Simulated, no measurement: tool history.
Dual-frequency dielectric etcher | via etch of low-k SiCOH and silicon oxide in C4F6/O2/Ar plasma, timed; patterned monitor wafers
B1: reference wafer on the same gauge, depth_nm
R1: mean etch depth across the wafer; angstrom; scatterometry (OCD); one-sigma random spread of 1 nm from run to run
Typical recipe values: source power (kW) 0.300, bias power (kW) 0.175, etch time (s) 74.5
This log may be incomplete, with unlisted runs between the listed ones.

Run 1, hour 0.0: usual settings but source power (kW) 0.260; B1 183.0. Result: R1 1786 angstrom.
Run 2, hour 34.4: usual settings but source power (kW) 0.260; B1 183.0. Result: R1 1797 angstrom.
Run 3, hour 53.3: usual settings but source power (kW) 0.260; B1 183.0. Result: R1 1801 angstrom.
Run 4, hour 139.4: usual settings but bias power (kW) 0.208; B1 183.0. Result: R1 1993 angstrom.
Run 5, hour 168.6: usual settings but source power (kW) 0.350; B1 183.0. Result: R1 1999 angstrom.
Run 6, hour 191.7: usual settings but source power (kW) 0.350; B1 183.3. Result: R1 2004 angstrom.
At hour 222.4: wet clean of the chamber.
Run 7, hour 222.9: usual settings but source power (kW) 0.350; B1 182.9. Result: R1 1992 angstrom.
Run 8, hour 223.2: usual settings but source power (kW) 0.240; B1 183.2. Result: R1 1750 angstrom.
Run 9, hour 238.4: usual settings but source power (kW) 0.240; B1 182.9. Result: R1 1731 angstrom.
Run 10, hour 254.2: usual settings; B1 183.0. Result: R1 1882 angstrom.
At hour 265.6: bias power generator calibrated.
Run 11, hour 274.2: usual settings but source power (kW) 0.330, etch time (s) 89.5; B1 183.4. Result: R1 2330 angstrom.
Run 12, hour 292.2: usual settings but source power (kW) 0.330, etch time (s) 89.5; B1 183.1. Result: R1 2321 angstrom.
Run 13, hour 309.2: usual settings; B1 183.3. Result: R1 1897 angstrom.
Run 14, hour 331.9: usual settings; B1 183.1. Result: R1 1890 angstrom.
Run 15, hour 347.2: usual settings; B1 183.0. Result: R1 1879 angstrom.
Run 16, hour 369.0: usual settings but source power (kW) 0.350, etch time (s) 57.0; B1 183.1. Result: R1 1520 angstrom.
Run 17, hour 394.9: usual settings but bias power (kW) 0.155; B1 183.0. Result: R1 1817 angstrom.
Run 18, hour 428.6: usual settings but source power (kW) 0.330, etch time (s) 89.5; B1 182.8. Result: R1 2349 angstrom.
Run 19, hour 443.3: usual settings; B1 182.6. Result: R1 1889 angstrom.
At hour 487.9: gauge calibrated.
At hour 492.5: upper electrode replaced.
Run 20, hour 493.0: usual settings but bias power (kW) 0.202; B1 182.9. Result: R1 1956 angstrom.
Run 21, hour 494.1: usual settings but source power (kW) 0.240, etch time (s) 65.0; B1 182.7. Result: R1 1507 angstrom.
At hour 530.6: source power generator calibrated.
Run 22, hour 576.4: usual settings but source power (kW) 0.330, bias power (kW) 0.133, etch time (s) 96.0; B1 182.9. Result: R1 2313 angstrom.
At hour 611.8: wet clean of the chamber.
Run 23, hour 612.3: usual settings; B1 182.6. Result: R1 1882 angstrom.
Run 24, hour 641.9: usual settings but bias power (kW) 0.139, etch time (s) 83.0; B1 182.6. Result: R1 1975 angstrom.
Run 25, hour 665.4: usual settings but source power (kW) 0.260, bias power (kW) 0.202, etch time (s) 95.0; B1 182.9. Result: R1 2376 angstrom.
Run 26, hour 688.8: usual settings but bias power (kW) 0.156; B1 183.0. Result: R1 1837 angstrom.
Run 27, hour 705.2: usual settings; B1 183.2. Result: R1 1891 angstrom.
Run 28, hour 736.0: usual settings but etch time (s) 90.0; B1 183.6. Result: R1 2294 angstrom.

Run 29 is up next; what results do you expect?
Run 29, hour 769.4: usual settings but source power (kW) 0.330, etch time (s) 89.5; B1 ?. Result: R1 ?.

Run 29 yielded B1 183.2, R1 2326 angstrom.
Had the tool carried no hidden state, the very same run would have given R1 2326 angstrom.
